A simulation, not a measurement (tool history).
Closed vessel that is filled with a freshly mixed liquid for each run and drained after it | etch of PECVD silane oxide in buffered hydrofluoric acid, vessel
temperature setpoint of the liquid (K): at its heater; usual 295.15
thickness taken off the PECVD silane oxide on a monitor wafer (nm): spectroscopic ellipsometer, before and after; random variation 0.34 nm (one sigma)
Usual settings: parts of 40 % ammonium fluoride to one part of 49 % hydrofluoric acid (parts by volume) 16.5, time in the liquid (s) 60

run	hour	temperature setpoint of the liquid (K)	parts of 40 % ammonium fluoride to one part of 49 % hydrofluoric acid (parts by volume)	time in the liquid (s)	wafers since the last listed run	hours since the thermometer was replaced	hours since the hydrofluoric acid flow meter was replaced	hours since the gauge calibration	read-back film thickness of the PECVD silane oxide reference wafer, read on the same gauge (nm)	thickness taken off the PECVD silane oxide on a monitor wafer (nm)
1	0.0	295.15	16.5	60	0	1487.7	1384.0	1552.2	40.02	75.64
2	33.7	295.15	16.5	60	2179	1521.4	1417.7	1585.9	39.99	75.71
# hour 57.2: hydrofluoric acid flow meter replaced
3	64.8	295.15	16.5	60	1946	1552.5	7.6	1617.0	40.01	72.38
4	121.1	295.15	16.5	70	3640	1608.8	63.9	1673.3	39.98	84.07
5	172.5	295.15	16.5	70	3323	1660.2	115.3	1724.7	40.02	84.10
6	204.4	295.15	16.5	70	2062	1692.1	147.2	1756.6	40.02	84.70
7	261.7	295.15	16.5	40	3705	1749.4	204.5	1813.9	40.03	48.12
8	330.9	290.65	12.0	90	4474	1818.6	273.7	1883.1	39.97	114.54
9	369.0	299.15	16.5	70	2463	1856.7	311.8	1921.2	40.01	103.33
10	546.0	295.15	10.5	90	11444	2033.7	488.8	2098.2	39.99	166.61
11	601.0	291.15	12.5	85	3556	2088.7	543.8	2153.2	39.99	105.70
# hour 607.5: hydrofluoric acid flow meter replaced, repeated, since the last time left the tool worse
12	635.7	295.15	20.5	60	2179	2123.4	28.2	2187.9	39.99	64.73
# hour 638.6: gauge calibrated
13	703.0	292.65	11.0	50	4351	2190.7	95.5	64.4	40.01	86.17
14	905.7	295.15	16.5	75	13106	2393.4	298.2	267.1	39.93	98.55
15	950.6	300.15	22.5	75	2903	2438.3	343.1	312.0	40.00	99.67
16	1010.3	295.15	10.5	60	3860	2498.0	402.8	371.7	39.96	121.75
17	1074.6	292.15	16.5	60	4157	2562.3	467.1	436.0	40.00	66.33
18	1126.0	291.15	10.5	60	3323	2613.7	518.5	487.4	40.02	96.91
19	1167.2	295.15	16.5	60	2664	2654.9	559.7	528.6	40.05	78.00
# hour 1170.7: thermometer replaced
20	1197.6	296.65	14.5	40	1901	26.9	590.1	559.0	40.00	64.15
21	1266.4	299.65	16.5	80	4448	95.7	658.9	627.8	39.98	132.30
22	1323.5	295.15	20.5	85	3692	152.8	716.0	684.9	40.00	89.84
23	1374.3	295.15	16.5	30	3284	203.6	766.8	735.7	39.97	38.68
24	1432.7	293.65	16.5	60	3776	262.0	825.2	794.1	40.01	70.79
25	1495.7	295.15	18.5	40	4073	325.0	888.2	857.1	39.98	46.20
26	1562.7	295.15	16.5	60	4332	392.0	955.2	924.1	39.93	77.02
27	1607.5	295.15	11.5	60	2896	436.8	1000.0	968.9	40.01	110.40
28	1774.9	295.15	22.5	90	10824	604.2	1167.4	1136.3	39.98	88.21
29	1814.8	290.65	16.5	60	2579	644.1	1207.3	1176.2	40.00	59.46
30	1841.1	297.65	23.0	30	1700	670.4	1233.6	1202.5	40.01	33.38
31	1903.1	295.15	16.5	60	4008	732.4	1295.6	1264.5	40.06	76.41
# hour 1932.8: hydrofluoric acid flow meter replaced
32	1952.2	293.15	13.0	95	3110	781.5	19.4	1313.6	39.99	142.37

Some steps in thickness taken off the PECVD silane oxide on a monitor wafer (nm) between neighbouring runs. How much of each would the tool show without its hidden state too (settings, what came in, random variation), and how much is left for the hidden state, with any gauge scatter that isn't in both results?
The hidden state here: liquid colder than its thermometer reads (K); hydrofluoric acid flow below the setpoint (%); gauge reads high (%).
Run 7 -> 8: temperature setpoint of the liquid (K) 295.15 -> 290.65, parts of 40 % ammonium fluoride to one part of 49 % hydrofluoric acid (parts by volume) 16.5 -> 12.0, time in the liquid (s) 40 -> 90. thickness taken off the PECVD silane oxide on a monitor wafer (nm) +66.42: hidden state -7.62, all else +74.04.
Run 9 -> 10: temperature setpoint of the liquid (K) 299.15 -> 295.15, parts of 40 % ammonium fluoride to one part of 49 % hydrofluoric acid (parts by volume) 16.5 -> 10.5, time in the liquid (s) 70 -> 90. thickness taken off the PECVD silane oxide on a monitor wafer (nm) +63.28: hidden state -8.35, all else +71.63.
Run 11 -> 12: temperature setpoint of the liquid (K) 291.15 -> 295.15, parts of 40 % ammonium fluoride to one part of 49 % hydrofluoric acid (parts by volume) 12.5 -> 20.5, time in the liquid (s) 85 -> 60, hydrofluoric acid flow meter replaced, repeated, since the last time left the tool worse. thickness taken off the PECVD silane oxide on a monitor wafer (nm) -40.97: hidden state +12.89, all else -53.86.
Run 20 -> 21: temperature setpoint of the liquid (K) 296.65 -> 299.65, parts of 40 % ammonium fluoride to one part of 49 % hydrofluoric acid (parts by volume) 14.5 -> 16.5, time in the liquid (s) 40 -> 80. thickness taken off the PECVD silane oxide on a monitor wafer (nm) +68.15: hidden state -2.07, all else +70.22.
Run 31 -> 32: temperature setpoint of the liquid (K) 295.15 -> 293.15, parts of 40 % ammonium fluoride to one part of 49 % hydrofluoric acid (parts by volume) 16.5 -> 13.0, time in the liquid (s) 60 -> 95, hydrofluoric acid flow meter replaced. thickness taken off the PECVD silane oxide on a monitor wafer (nm) +65.96: hidden state +3.81, all else +62.15.
